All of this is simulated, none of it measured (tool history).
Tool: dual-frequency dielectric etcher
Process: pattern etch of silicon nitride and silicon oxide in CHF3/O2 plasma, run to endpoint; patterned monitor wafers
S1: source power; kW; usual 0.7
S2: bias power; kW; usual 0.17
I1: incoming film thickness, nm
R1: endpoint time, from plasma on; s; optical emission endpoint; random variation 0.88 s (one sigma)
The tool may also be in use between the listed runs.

run 1 hour=0 | S1=0.7 S2=0.184 | I1=189.1 | R1=112.8
run 2 hour=61.2 | S1=0.7 S2=0.184 | I1=187.7 | R1=110.9
-- hour=173.2 wet clean of the chamber
run 3 hour=335.2 | S1=0.7 S2=0.17 | I1=187.9 | R1=119.4
run 4 hour=466.1 | S1=0.7 S2=0.17 | I1=188.7 | R1=117.9
run 5 hour=769.9 | S1=0.56 S2=0.17 | I1=187.7 | R1=127
-- hour=820.8 wet clean of the chamber
run 6 hour=821.3 | S1=0.56 S2=0.17 | I1=188.9 | R1=132.1
run 7 hour=896.1 | S1=0.62 S2=0.2 | I1=188.5 | R1=122.6
run 8 hour=936.5 | S1=0.62 S2=0.2 | I1=187 | R1=120.3
run 9 hour=994.2 | S1=0.62 S2=0.2 | I1=188.1 | R1=118.8
run 10 hour=1074 | S1=0.7 S2=0.17 | I1=189.5 | R1=119.4
run 11 hour=1118.5 | S1=0.7 S2=0.17 | I1=187.7 | R1=119.5
run 12 hour=1162 | S1=0.7 S2=0.17 | I1=187.9 | R1=118
run 13 hour=1264.3 | S1=0.7 S2=0.17 | I1=188.1 | R1=116.4
run 14 hour=1303.6 | S1=0.7 S2=0.17 | I1=189.4 | R1=118.5
run 15 hour=1354.8 | S1=0.63 S2=0.184 | I1=188.7 | R1=119
-- hour=1398.3 wet clean of the chamber
run 16 hour=1450.2 | S1=0.63 S2=0.184 | I1=189.6 | R1=122.6
run 17 hour=1638.6 | S1=0.59 S2=0.188 | I1=187.3 | R1=122.5
-- hour=1649.8 source power generator calibrated
run 18 hour=1736 | S1=0.84 S2=0.207 | I1=186.6 | R1=102.6
run 19 hour=1815.2 | S1=0.62 S2=0.2 | I1=190.4 | R1=118.1
run 20 hour=1875 | S1=0.57 S2=0.155 | I1=186.8 | R1=129.9
run 21 hour=1972 | S1=0.86 S2=0.145 | I1=187.4 | R1=111.8
run 22 hour=2020.5 | S1=0.7 S2=0.196 | I1=188.3 | R1=111.3
-- hour=2067.4 wet clean of the chamber
-- hour=2116.2 bias power generator calibrated
run 23 hour=2116.7 | S1=0.53 S2=0.208 | I1=187.1 | R1=126.1
run 24 hour=2211.7 | S1=0.7 S2=0.17 | I1=187.3 | R1=116.9
run 25 hour=2317.3 | S1=0.83 S2=0.184 | I1=189.6 | R1=108.3
run 26 hour=2371 | S1=0.7 S2=0.196 | I1=189.5 | R1=113.4
-- hour=2433.9 upper electrode replaced
run 27 hour=2463.4 | S1=0.85 S2=0.153 | I1=188.4 | R1=111.9
run 28 hour=2539.9 | S1=0.84 S2=0.202 | I1=188.9 | R1=102.7
run 29 hour=2595.2 | S1=0.79 S2=0.21 | I1=189.6 | R1=103.5
run 30 hour=2650.4 | S1=0.82 S2=0.186 | I1=189.3 | R1=106.4
run 31 hour=2690.3 | S1=0.64 S2=0.149 | I1=188 | R1=123.2
-- hour=2776.4 wet clean of the chamber
run 32 hour=2776.9 | S1=0.85 S2=0.153 | I1=188.9 | R1=117.1
run 33 hour=3071.6 | S1=0.59 S2=0.158 | I1=189.6 | R1=129.3
run 34 hour=3150.4 | S1=0.78 S2=0.206 | I1=187.7 | R1=106.1

Forecast each of these 5 alternatives for the next run:
run A hour=3150.9 | S1=0.62 S2=0.17 | I1=187.3 | R1=?
run B hour=3150.9 | S1=0.55 S2=0.184 | I1=187.3 | R1=?
run C hour=3150.9 | S1=0.64 S2=0.2 | I1=187.3 | R1=?
run D hour=3150.9 | S1=0.8 S2=0.138 | I1=187.3 | R1=?
run E hour=3150.9 | S1=0.87 S2=0.17 | I1=187.3 | R1=?

run=A R1=123.4
run=B R1=126.4
run=C R1=116
run=D R1=118.2
run=E R1=107.8
Without the tool's hidden state the same runs would have given:
run=A R1=126.9
run=B R1=129.9
run=C R1=119.3
run=D R1=121.5
run=E R1=110.9
